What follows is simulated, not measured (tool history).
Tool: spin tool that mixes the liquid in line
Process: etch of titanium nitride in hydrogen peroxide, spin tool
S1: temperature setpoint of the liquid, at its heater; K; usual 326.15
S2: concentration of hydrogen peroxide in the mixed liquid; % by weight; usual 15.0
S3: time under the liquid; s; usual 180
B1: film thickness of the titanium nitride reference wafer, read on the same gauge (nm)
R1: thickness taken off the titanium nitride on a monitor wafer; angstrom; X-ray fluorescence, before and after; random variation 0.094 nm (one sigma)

run 1 hour=0.0 | S1=326.15 S2=15.0 S3=180 | B1=140.00 | R1=90.3
run 2 hour=31.5 | S1=326.15 S2=15.0 S3=180 | B1=140.01 | R1=92.4
run 3 hour=60.6 | S1=322.65 S2=12.0 S3=180 | B1=140.01 | R1=66.4
-- hour=72.1 thermometer replaced
-- hour=93.9 peroxide flow meter replaced
run 4 hour=97.0 | S1=326.15 S2=15.0 S3=180 | B1=140.00 | R1=102.6
run 5 hour=125.6 | S1=326.15 S2=15.0 S3=180 | B1=139.99 | R1=103.7
run 6 hour=201.1 | S1=326.15 S2=15.0 S3=180 | B1=140.00 | R1=102.1
run 7 hour=232.6 | S1=334.15 S2=19.5 S3=285 | B1=140.01 | R1=295.0
run 8 hour=263.7 | S1=326.15 S2=13.0 S3=130 | B1=140.00 | R1=70.3
run 9 hour=280.8 | S1=326.15 S2=15.0 S3=150 | B1=139.98 | R1=82.9
run 10 hour=293.4 | S1=326.15 S2=18.5 S3=115 | B1=139.99 | R1=68.3
run 11 hour=312.7 | S1=329.65 S2=15.0 S3=130 | B1=140.00 | R1=92.6
run 12 hour=402.2 | S1=326.15 S2=12.0 S3=180 | B1=139.99 | R1=95.1
run 13 hour=414.9 | S1=326.15 S2=15.0 S3=180 | B1=140.01 | R1=99.9
run 14 hour=439.7 | S1=336.15 S2=15.0 S3=180 | B1=140.00 | R1=198.1
run 15 hour=469.8 | S1=326.15 S2=15.0 S3=210 | B1=140.01 | R1=115.3
-- hour=485.0 gauge calibrated
run 16 hour=501.2 | S1=331.15 S2=14.0 S3=230 | B1=139.99 | R1=173.9
run 17 hour=516.2 | S1=326.15 S2=15.0 S3=180 | B1=140.00 | R1=97.5
run 18 hour=546.7 | S1=326.15 S2=18.5 S3=120 | B1=140.01 | R1=67.8
run 19 hour=569.7 | S1=329.65 S2=15.0 S3=80 | B1=140.01 | R1=54.9
run 20 hour=596.7 | S1=330.15 S2=15.0 S3=235 | B1=140.01 | R1=167.7
run 21 hour=622.4 | S1=326.15 S2=19.0 S3=180 | B1=139.99 | R1=101.0
run 22 hour=638.4 | S1=326.15 S2=15.0 S3=180 | B1=139.98 | R1=95.3
run 23 hour=656.1 | S1=326.15 S2=12.0 S3=265 | B1=140.01 | R1=136.7
run 24 hour=676.2 | S1=316.15 S2=18.0 S3=225 | B1=140.00 | R1=59.2
-- hour=699.9 new drum of peroxide connected
run 25 hour=700.2 | S1=326.15 S2=15.0 S3=180 | B1=139.98 | R1=95.8

4 ways to go on from here, each from the tool as it stands after run 25. What would each give?
run A hour=700.7 | S1=326.15 S2=15.0 S3=180 | B1=? | R1=?
run B hour=700.7 | S1=316.65 S2=18.5 S3=250 | B1=? | R1=?
run C hour=700.7 | S1=329.15 S2=16.5 S3=130 | B1=? | R1=?
run D hour=700.7 | S1=316.65 S2=16.5 S3=260 | B1=? | R1=?

run=A B1=140.00 R1=93.9
run=B B1=140.00 R1=67.8
run=C B1=140.00 R1=85.6
run=D B1=140.00 R1=68.8
Without the tool's hidden state the same runs would have given:
run=A R1=102.9
run=B R1=74.7
run=C R1=93.6
run=D R1=75.8

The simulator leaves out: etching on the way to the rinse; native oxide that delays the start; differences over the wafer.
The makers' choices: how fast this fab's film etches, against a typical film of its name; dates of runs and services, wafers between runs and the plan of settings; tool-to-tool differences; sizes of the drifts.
